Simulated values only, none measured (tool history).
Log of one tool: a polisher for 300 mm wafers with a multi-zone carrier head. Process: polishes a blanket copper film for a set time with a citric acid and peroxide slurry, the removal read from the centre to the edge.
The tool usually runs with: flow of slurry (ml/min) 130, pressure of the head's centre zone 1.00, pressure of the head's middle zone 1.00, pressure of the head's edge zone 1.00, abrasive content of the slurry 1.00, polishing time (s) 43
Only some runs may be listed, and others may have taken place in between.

| run | hour | flow of slurry (ml/min) | pressure of the head's centre zone | pressure of the head's middle zone | pressure of the head's edge zone | abrasive content of the slurry | polishing time (s) | incoming thickness of the incoming film, nm | film removed at the wafer's centre (Å) | film removed at mid-radius (Å) | film removed at the wafer's edge (Å) |
|---|---|---|---|---|---|---|---|---|---|---|---|
| 1 | 0.0 | 130 | 1.00 | 1.00 | 1.00 | 1.20 | 43 | 591.7 | 1162 | 1152 | 1197 |
|  | 79.7 | centre zone pressure recalibrated |
| 2 | 91.0 | 130 | 1.00 | 1.00 | 1.00 | 1.00 | 43 | 597.1 | 1155 | 1112 | 1139 |
| 3 | 166.2 | 130 | 1.00 | 1.00 | 1.00 | 1.00 | 43 | 590.3 | 1101 | 1111 | 1122 |
| 4 | 236.4 | 130 | 1.00 | 1.00 | 1.00 | 1.00 | 43 | 591.4 | 1139 | 1101 | 1124 |
|  | 279.9 | worn pad replaced by a new one |
| 5 | 307.6 | 130 | 1.00 | 1.00 | 1.00 | 1.00 | 43 | 584.1 | 1068 | 1062 | 1111 |
|  | 355.6 | slurry nozzle cleaned |
| 6 | 379.6 | 130 | 1.00 | 1.00 | 1.00 | 0.95 | 43 | 595.6 | 1130 | 1099 | 1124 |
| 7 | 478.5 | 130 | 1.04 | 1.00 | 1.00 | 1.00 | 43 | 601.4 | 1170 | 1123 | 1145 |
| 8 | 531.4 | 130 | 0.90 | 1.05 | 1.00 | 1.10 | 55 | 588.5 | 1356 | 1488 | 1497 |
|  | 569.8 | centre zone pressure recalibrated |
| 9 | 597.0 | 130 | 1.00 | 1.00 | 0.90 | 1.00 | 29 | 594.3 | 751 | 746 | 725 |
| 10 | 697.4 | 130 | 1.00 | 1.00 | 1.00 | 1.00 | 43 | 591.3 | 1087 | 1078 | 1120 |
| 11 | 760.9 | 130 | 1.00 | 1.00 | 1.00 | 1.00 | 43 | 591.0 | 1061 | 1048 | 1099 |
|  | 788.7 | worn pad replaced by a new one |
|  | 790.9 | slurry nozzle cleaned |
|  | 808.6 | edge zone pressure recalibrated |
| 12 | 850.9 | 130 | 1.00 | 1.00 | 1.00 | 1.00 | 43 | 601.8 | 1132 | 1129 | 1150 |
|  | 883.3 | carrier head's membrane replaced by a new one |
| 13 | 939.2 | 130 | 0.96 | 1.00 | 0.89 | 1.25 | 51 | 586.4 | 1353 | 1355 | 1346 |
| 14 | 1013.8 | 130 | 1.00 | 1.00 | 1.00 | 1.00 | 43 | 581.1 | 1114 | 1107 | 1147 |
|  | 1059.9 | centre zone pressure recalibrated |
| 15 | 1088.8 | 110 | 1.00 | 1.00 | 1.00 | 1.00 | 43 | 589.4 | 1092 | 1051 | 1108 |
|  | 1188.0 | slurry nozzle cleaned |
| 16 | 1193.7 | 130 | 1.00 | 1.04 | 1.00 | 1.25 | 43 | 583.7 | 1189 | 1203 | 1195 |
|  | 1215.3 | worn pad replaced by a new one, of another model than before |
| 17 | 1295.1 | 130 | 0.92 | 1.00 | 1.09 | 0.80 | 43 | 584.5 | 984 | 1068 | 1146 |
| 18 | 1400.1 | 130 | 1.09 | 1.00 | 1.00 | 1.00 | 43 | 590.4 | 1251 | 1114 | 1137 |
| 19 | 1493.4 | 155 | 1.00 | 1.10 | 1.00 | 0.85 | 43 | 581.0 | 1110 | 1171 | 1110 |
|  | 1596.4 | worn pad replaced by a new one |
|  | 1625.7 | centre zone pressure recalibrated |
|  | 1659.3 | edge zone pressure recalibrated |
|  | 1688.1 | slurry nozzle cleaned |
| 20 | 1792.5 | 130 | 0.91 | 1.09 | 1.00 | 1.00 | 43 | 598.7 | 1055 | 1219 | 1153 |

Same runs, no hidden state in the tool, same run-to-run variation:
The hidden state here: removal rate lost through wear of the pad, %; slurry flow missing at the pad, %; deviation of the centre zone's pressure from its setpoint, %; deviation of the edge zone's pressure from its setpoint, %.
| run | film removed at the wafer's centre (Å) | film removed at mid-radius (Å) | film removed at the wafer's edge (Å) |
|---|---|---|---|
| 1 | 1173 | 1162 | 1204 |
| 2 | 1171 | 1125 | 1149 |
| 3 | 1125 | 1132 | 1138 |
| 4 | 1178 | 1135 | 1147 |
| 5 | 1124 | 1111 | 1146 |
| 6 | 1133 | 1101 | 1125 |
| 7 | 1178 | 1129 | 1149 |
| 8 | 1372 | 1504 | 1508 |
| 9 | 767 | 760 | 735 |
| 10 | 1136 | 1120 | 1150 |
| 11 | 1131 | 1109 | 1143 |
| 12 | 1138 | 1135 | 1154 |
| 13 | 1369 | 1370 | 1356 |
| 14 | 1138 | 1128 | 1162 |
| 15 | 1136 | 1088 | 1134 |
| 16 | 1192 | 1206 | 1197 |
| 17 | 987 | 1071 | 1148 |
| 18 | 1264 | 1124 | 1144 |
| 19 | 1130 | 1190 | 1122 |
| 20 | 1057 | 1221 | 1154 |
